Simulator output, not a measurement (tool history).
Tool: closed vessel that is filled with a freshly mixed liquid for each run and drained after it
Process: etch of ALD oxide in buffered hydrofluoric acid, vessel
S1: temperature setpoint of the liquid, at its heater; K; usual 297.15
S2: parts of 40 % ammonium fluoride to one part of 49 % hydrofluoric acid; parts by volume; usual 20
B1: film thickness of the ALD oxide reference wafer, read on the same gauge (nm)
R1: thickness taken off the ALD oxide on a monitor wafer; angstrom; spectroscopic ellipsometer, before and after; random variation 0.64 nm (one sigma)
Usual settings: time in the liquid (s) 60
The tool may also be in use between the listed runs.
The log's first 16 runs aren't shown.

{"run": 17, "hour": 378.2, "S1": 297.15, "S2": 25.5, "time in the liquid (s)": 60, "B1": 49.98, "R1": 635.5}
{"hour": 379.9, "done": "thermometer replaced"}
{"run": 18, "hour": 411.3, "S1": 297.15, "S2": 20, "time in the liquid (s)": 60, "B1": 49.96, "R1": 868.7}
{"hour": 414.5, "done": "hydrofluoric acid flow meter replaced"}
{"run": 19, "hour": 436.3, "S1": 297.15, "S2": 27.5, "time in the liquid (s)": 80, "B1": 49.97, "R1": 918.5}
{"run": 20, "hour": 455.5, "S1": 297.15, "S2": 20, "time in the liquid (s)": 85, "B1": 50.03, "R1": 1208.1}
{"run": 21, "hour": 473.2, "S1": 297.15, "S2": 12.5, "time in the liquid (s)": 75, "B1": 50.04, "R1": 1709.8}
{"run": 22, "hour": 492.5, "S1": 294.65, "S2": 27, "time in the liquid (s)": 30, "B1": 49.99, "R1": 298.5}
{"hour": 501.3, "done": "gauge calibrated"}
{"run": 23, "hour": 505.8, "S1": 301.65, "S2": 22.5, "time in the liquid (s)": 60, "B1": 49.98, "R1": 998.1}
{"run": 24, "hour": 525.1, "S1": 301.15, "S2": 12.5, "time in the liquid (s)": 85, "B1": 50.04, "R1": 2356.8}
{"run": 25, "hour": 553.0, "S1": 295.15, "S2": 16, "time in the liquid (s)": 60, "B1": 50.01, "R1": 953.6}
{"run": 26, "hour": 586.3, "S1": 298.65, "S2": 20, "time in the liquid (s)": 60, "B1": 50.02, "R1": 926.2}
{"run": 27, "hour": 608.7, "S1": 297.15, "S2": 16.5, "time in the liquid (s)": 75, "B1": 50, "R1": 1285.8}
{"run": 28, "hour": 642.5, "S1": 297.15, "S2": 20, "time in the liquid (s)": 50, "B1": 49.97, "R1": 702}
{"run": 29, "hour": 673.8, "S1": 300.65, "S2": 13.5, "time in the liquid (s)": 35, "B1": 49.96, "R1": 868.1}
{"run": 30, "hour": 698.1, "S1": 297.15, "S2": 12.5, "time in the liquid (s)": 75, "B1": 49.99, "R1": 1664}
{"run": 31, "hour": 730.9, "S1": 297.15, "S2": 20, "time in the liquid (s)": 45, "B1": 49.98, "R1": 634.6}
{"run": 32, "hour": 813.6, "S1": 295.65, "S2": 12, "time in the liquid (s)": 80, "B1": 50, "R1": 1682.6}
{"run": 33, "hour": 827.8, "S1": 295.15, "S2": 20, "time in the liquid (s)": 60, "B1": 49.99, "R1": 746.6}
{"run": 34, "hour": 853.2, "S1": 294.65, "S2": 25.5, "time in the liquid (s)": 45, "B1": 49.99, "R1": 458.8}
{"run": 35, "hour": 887.4, "S1": 297.15, "S2": 20, "time in the liquid (s)": 60, "B1": 49.99, "R1": 835.7}

3 ways to go on from here, each from the tool as it stands after run 35. What would each give?
{"run": "A", "hour": 888.1, "S1": 297.15, "S2": 20, "time in the liquid (s)": 95, "B1": "?", "R1": "?"}
{"run": "B", "hour": 888.1, "S1": 297.15, "S2": 20, "time in the liquid (s)": 30, "B1": "?", "R1": "?"}
{"run": "C", "hour": 888.1, "S1": 297.15, "S2": 16, "time in the liquid (s)": 60, "B1": "?", "R1": "?"}

run=A B1=50 R1=1324.7
run=B B1=50 R1=418.3
run=C B1=50 R1=1042.5
Without the tool's hidden state the same runs would have given:
run=A R1=1360.1
run=B R1=429.5
run=C R1=1070.3
